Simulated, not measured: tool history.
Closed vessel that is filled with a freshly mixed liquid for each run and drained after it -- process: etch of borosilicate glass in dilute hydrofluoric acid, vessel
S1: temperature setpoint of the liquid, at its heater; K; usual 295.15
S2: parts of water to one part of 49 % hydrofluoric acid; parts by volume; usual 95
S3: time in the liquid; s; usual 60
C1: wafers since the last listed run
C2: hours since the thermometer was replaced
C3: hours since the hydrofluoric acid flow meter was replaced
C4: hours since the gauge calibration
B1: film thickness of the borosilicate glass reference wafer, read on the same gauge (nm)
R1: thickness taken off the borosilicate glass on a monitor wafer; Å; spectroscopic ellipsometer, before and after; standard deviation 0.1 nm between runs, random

run 1 day=0.000 | S1=293.65 S2=95 S3=45 | C1=0 C2=159.4 C3=399.6 C4=375.7 | B1=59.99 | R1=79.0
run 2 day=1.504 | S1=292.15 S2=95 S3=60 | C1=2585 C2=195.5 C3=435.7 C4=411.8 | B1=59.98 | R1=100.1
run 3 day=3.292 | S1=295.15 S2=95 S3=60 | C1=3072 C2=238.4 C3=478.6 C4=454.7 | B1=60.02 | R1=113.4
run 4 day=4.608 | S1=295.15 S2=95 S3=60 | C1=2263 C2=270.0 C3=510.2 C4=486.3 | B1=60.02 | R1=111.0
run 5 day=7.504 | S1=291.65 S2=95 S3=70 | C1=4977 C2=339.5 C3=579.7 C4=555.8 | B1=60.03 | R1=114.1
run 6 day=10.204 | S1=298.15 S2=60 S3=60 | C1=4640 C2=404.3 C3=644.5 C4=620.6 | B1=60.02 | R1=207.2
run 7 day=12.067 | S1=295.15 S2=85 S3=60 | C1=3201 C2=449.0 C3=689.2 C4=665.3 | B1=59.99 | R1=127.4
run 8 day=15.025 | S1=295.15 S2=85 S3=60 | C1=5084 C2=520.0 C3=760.2 C4=736.3 | B1=60.01 | R1=128.0
run 9 day=17.050 | S1=295.15 S2=95 S3=40 | C1=3480 C2=568.6 C3=808.8 C4=784.9 | B1=59.99 | R1=73.5
-- day=18.721 thermometer replaced
run 10 day=19.712 | S1=295.15 S2=95 S3=40 | C1=4504 C2=23.8 C3=872.7 C4=848.8 | B1=60.02 | R1=75.2
run 11 day=21.262 | S1=295.15 S2=95 S3=70 | C1=2664 C2=61.0 C3=909.9 C4=886.0 | B1=60.02 | R1=129.0
-- day=23.808 gauge calibrated
run 12 day=24.208 | S1=295.15 S2=95 S3=70 | C1=5063 C2=131.7 C3=980.6 C4=9.6 | B1=60.04 | R1=132.6
run 13 day=26.254 | S1=295.15 S2=95 S3=70 | C1=3516 C2=180.8 C3=1029.7 C4=58.7 | B1=59.99 | R1=131.3
run 14 day=28.217 | S1=291.15 S2=75 S3=60 | C1=3373 C2=227.9 C3=1076.8 C4=105.8 | B1=60.00 | R1=123.3
run 15 day=30.629 | S1=291.15 S2=50 S3=40 | C1=4146 C2=285.8 C3=1134.7 C4=163.7 | B1=60.00 | R1=126.2
run 16 day=32.533 | S1=295.15 S2=95 S3=75 | C1=3272 C2=331.5 C3=1180.4 C4=209.4 | B1=60.00 | R1=142.6
run 17 day=33.704 | S1=291.15 S2=145 S3=30 | C1=2012 C2=359.6 C3=1208.5 C4=237.5 | B1=60.02 | R1=29.9
-- day=33.925 hydrofluoric acid flow meter replaced
run 18 day=34.800 | S1=295.15 S2=95 S3=60 | C1=1811 C2=385.9 C3=21.0 C4=263.8 | B1=60.00 | R1=114.4
run 19 day=36.129 | S1=295.15 S2=125 S3=60 | C1=2284 C2=417.8 C3=52.9 C4=295.7 | B1=60.00 | R1=82.2

For run 20, what comes out?
run 20 day=37.279 | S1=298.65 S2=135 S3=60 | C1=1976 C2=445.4 C3=80.5 C4=323.3 | B1=? | R1=?

B1: 59.98
R1: 86.2 Å
Had the tool carried no hidden state, the very same run would have given R1 86.2 Å.

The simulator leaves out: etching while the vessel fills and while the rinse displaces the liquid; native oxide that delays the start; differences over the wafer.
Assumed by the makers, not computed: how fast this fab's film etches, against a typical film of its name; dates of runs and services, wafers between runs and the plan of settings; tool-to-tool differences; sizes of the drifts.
